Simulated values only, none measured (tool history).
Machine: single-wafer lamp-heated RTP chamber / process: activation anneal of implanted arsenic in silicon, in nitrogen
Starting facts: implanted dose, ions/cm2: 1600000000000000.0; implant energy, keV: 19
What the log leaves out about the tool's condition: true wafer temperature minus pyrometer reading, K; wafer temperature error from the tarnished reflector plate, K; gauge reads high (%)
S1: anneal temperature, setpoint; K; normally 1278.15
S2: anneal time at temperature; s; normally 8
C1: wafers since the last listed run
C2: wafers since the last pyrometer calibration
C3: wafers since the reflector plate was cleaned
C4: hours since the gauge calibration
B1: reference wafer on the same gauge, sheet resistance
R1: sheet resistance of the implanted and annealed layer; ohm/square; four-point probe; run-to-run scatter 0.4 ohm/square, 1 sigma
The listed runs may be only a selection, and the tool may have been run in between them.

| run | hour | S1 | S2 | C1 | C2 | C3 | C4 | B1 | R1 |
|---|---|---|---|---|---|---|---|---|---|
| 1 | 0 | 1288.15 | 7 | 0 | 5695 | 11143 | 149.7 | 150.21 | 129.04 |
| 2 | 11.1 | 1288.15 | 7 | 139 | 5835 | 11283 | 160.8 | 149.81 | 128.75 |
| 3 | 19.9 | 1278.15 | 8 | 110 | 5946 | 11394 | 169.6 | 150.06 | 131.25 |
|  | 20.1 | gauge calibrated |
| 4 | 31.4 | 1278.15 | 8 | 144 | 6091 | 11539 | 11.3 | 150.01 | 132.02 |
| 5 | 42.1 | 1267.15 | 8 | 134 | 6226 | 11674 | 22 | 149.91 | 135.92 |
| 6 | 49.5 | 1267.15 | 8 | 93 | 6319 | 11767 | 29.4 | 149.99 | 136.88 |
| 7 | 57 | 1267.15 | 8 | 94 | 6414 | 11861 | 36.9 | 150.13 | 135.38 |
| 8 | 71.9 | 1278.15 | 8 | 187 | 6601 | 12049 | 51.8 | 149.86 | 130.65 |
| 9 | 86.9 | 1278.15 | 8 | 188 | 6790 | 12238 | 66.8 | 150.23 | 131.58 |
| 10 | 97.8 | 1278.15 | 8 | 137 | 6927 | 12375 | 77.7 | 149.96 | 130.43 |
| 11 | 109.8 | 1278.15 | 8 | 151 | 7079 | 12526 | 89.7 | 149.94 | 130.5 |
|  | 129.4 | reflector plate cleaned |
| 12 | 129.9 | 1278.15 | 9 | 152 | 7231 | 6 | 109.8 | 150.06 | 129.01 |
| 13 | 142 | 1278.15 | 9 | 152 | 7383 | 158 | 121.9 | 149.96 | 128.86 |
| 14 | 150.8 | 1278.15 | 8 | 110 | 7494 | 269 | 130.7 | 149.91 | 130.15 |
| 15 | 168 | 1278.15 | 8 | 216 | 7711 | 486 | 147.9 | 149.96 | 129.88 |
| 16 | 174.6 | 1288.15 | 7 | 83 | 7794 | 569 | 154.5 | 150.05 | 127.85 |
| 17 | 182.2 | 1287.15 | 4 | 95 | 7890 | 665 | 162.1 | 150.01 | 135.31 |
| 18 | 197.8 | 1278.15 | 8 | 196 | 8086 | 861 | 177.7 | 150.11 | 129.96 |
|  | 203 | gauge calibrated |
|  | 207.2 | pyrometer window cleaned and pyrometer calibrated |
| 19 | 215.7 | 1256.15 | 8 | 124 | 107 | 986 | 12.7 | 150.11 | 144.11 |
| 20 | 232.8 | 1256.15 | 9 | 215 | 322 | 1202 | 29.8 | 150.26 | 141.9 |
| 21 | 245.5 | 1278.15 | 12 | 159 | 482 | 1361 | 42.5 | 150.15 | 126.03 |
| 22 | 254.7 | 1300.15 | 5 | 115 | 598 | 1477 | 51.7 | 150.21 | 130.07 |
| 23 | 271.5 | 1257.15 | 11 | 211 | 810 | 1689 | 68.5 | 150.31 | 138.5 |
| 24 | 288.2 | 1296.15 | 4 | 210 | 1020 | 1899 | 85.2 | 149.86 | 134.33 |
| 25 | 296.7 | 1278.15 | 8 | 107 | 1127 | 2006 | 93.7 | 149.8 | 133.32 |
| 26 | 310.5 | 1278.15 | 5 | 173 | 1301 | 2180 | 107.5 | 149.84 | 139.41 |
| 27 | 318.8 | 1278.15 | 8 | 104 | 1405 | 2285 | 115.8 | 149.83 | 132.79 |
| 28 | 335.3 | 1278.15 | 8 | 207 | 1613 | 2493 | 132.3 | 149.78 | 132.21 |
| 29 | 344.3 | 1287.15 | 11 | 113 | 1727 | 2606 | 141.3 | 149.97 | 123.56 |
| 30 | 358.9 | 1269.15 | 6 | 183 | 1911 | 2790 | 155.9 | 149.95 | 141.62 |
|  | 367.8 | gauge calibrated |
| 31 | 368.3 | 1278.15 | 8 | 118 | 2029 | 2908 | 0.5 | 149.92 | 133.13 |

For some of the steps in R1 from one run to the next: how much would appear even if the tool had no hidden state, given the settings, what came in and random variation, and how much remains for the hidden state plus any gauge scatter that the measured result and the result without hidden state don't share?
Run 11 -> 12: S2 8 -> 9, reflector plate cleaned. R1 -1.49 ohm/square: hidden state -0.24, all else -1.25.
Run 17 -> 18: S1 1287.15 -> 1278.15, S2 4 -> 8. R1 -5.35 ohm/square: hidden state -0.49, all else -4.86.
Run 18 -> 19: S1 1278.15 -> 1256.15, gauge calibrated, pyrometer window cleaned and pyrometer calibrated. R1 +14.15 ohm/square: hidden state +3.23, all else +10.92.
Run 20 -> 21: S1 1256.15 -> 1278.15, S2 9 -> 12. R1 -15.87 ohm/square: hidden state -0.01, all else -15.86.
Run 29 -> 30: S1 1287.15 -> 1269.15, S2 11 -> 6. R1 +18.06 ohm/square: hidden state -0.01, all else +18.07.
